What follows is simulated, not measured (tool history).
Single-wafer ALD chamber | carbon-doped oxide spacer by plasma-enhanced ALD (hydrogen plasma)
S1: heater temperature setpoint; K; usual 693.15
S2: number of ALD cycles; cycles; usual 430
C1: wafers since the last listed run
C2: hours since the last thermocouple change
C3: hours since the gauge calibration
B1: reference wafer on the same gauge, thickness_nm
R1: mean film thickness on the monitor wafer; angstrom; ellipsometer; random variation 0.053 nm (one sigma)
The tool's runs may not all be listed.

run 1 hour=0 | S1=705.15 S2=430 | C1=0 C2=901.7 C3=269.5 | B1=18.31 | R1=175.36
run 2 hour=31.7 | S1=705.15 S2=430 | C1=34 C2=933.4 C3=301.2 | B1=18.312 | R1=176.16
run 3 hour=96 | S1=705.15 S2=430 | C1=69 C2=997.7 C3=365.5 | B1=18.296 | R1=174.69
run 4 hour=155.4 | S1=689.15 S2=401 | C1=64 C2=1057.1 C3=424.9 | B1=18.298 | R1=173.62
run 5 hour=223.5 | S1=693.15 S2=486 | C1=73 C2=1125.2 C3=493 | B1=18.306 | R1=207.07
run 6 hour=272.7 | S1=693.15 S2=486 | C1=53 C2=1174.4 C3=542.2 | B1=18.329 | R1=206.94
-- hour=299 gauge calibrated
run 7 hour=314.8 | S1=693.15 S2=486 | C1=45 C2=1216.5 C3=15.8 | B1=18.299 | R1=207.12
run 8 hour=340.5 | S1=693.15 S2=451 | C1=27 C2=1242.2 C3=41.5 | B1=18.317 | R1=191.32
run 9 hour=392.4 | S1=705.15 S2=430 | C1=55 C2=1294.1 C3=93.4 | B1=18.284 | R1=175.38
run 10 hour=423.6 | S1=703.15 S2=454 | C1=33 C2=1325.3 C3=124.6 | B1=18.296 | R1=186
run 11 hour=455.5 | S1=699.15 S2=430 | C1=34 C2=1357.2 C3=156.5 | B1=18.282 | R1=179.47
-- hour=471 thermocouple changed; heater temperature recalibrated
run 12 hour=514.3 | S1=702.15 S2=430 | C1=54 C2=43.3 C3=215.3 | B1=18.307 | R1=181.51
run 13 hour=570.5 | S1=693.15 S2=387 | C1=60 C2=99.5 C3=271.5 | B1=18.316 | R1=167.98
run 14 hour=635.9 | S1=700.15 S2=377 | C1=70 C2=164.9 C3=336.9 | B1=18.286 | R1=159.52
run 15 hour=679.2 | S1=689.15 S2=401 | C1=46 C2=208.2 C3=380.2 | B1=18.288 | R1=176.24
run 16 hour=749.8 | S1=693.15 S2=430 | C1=76 C2=278.8 C3=450.8 | B1=18.314 | R1=185.85
run 17 hour=803.2 | S1=698.15 S2=404 | C1=57 C2=332.2 C3=504.2 | B1=18.294 | R1=170.76

Hidden state at the last listed run before each entry between runs and at the first one after, where it differs:
Between runs 6 and 7: gauge calibrated (hour 299)
  wafer temperature above the value expected at the setpoint (K): 5.73 -> 5.77
  measured less the result without the state, R1: -4.36 -> -4.4 angstrom
Between runs 11 and 12: thermocouple changed; heater temperature recalibrated (hour 471)
  wafer temperature above the value expected at the setpoint (K): 5.87 -> 0.434
  measured less the result without the state, R1: -3.96 -> -0.29 angstrom

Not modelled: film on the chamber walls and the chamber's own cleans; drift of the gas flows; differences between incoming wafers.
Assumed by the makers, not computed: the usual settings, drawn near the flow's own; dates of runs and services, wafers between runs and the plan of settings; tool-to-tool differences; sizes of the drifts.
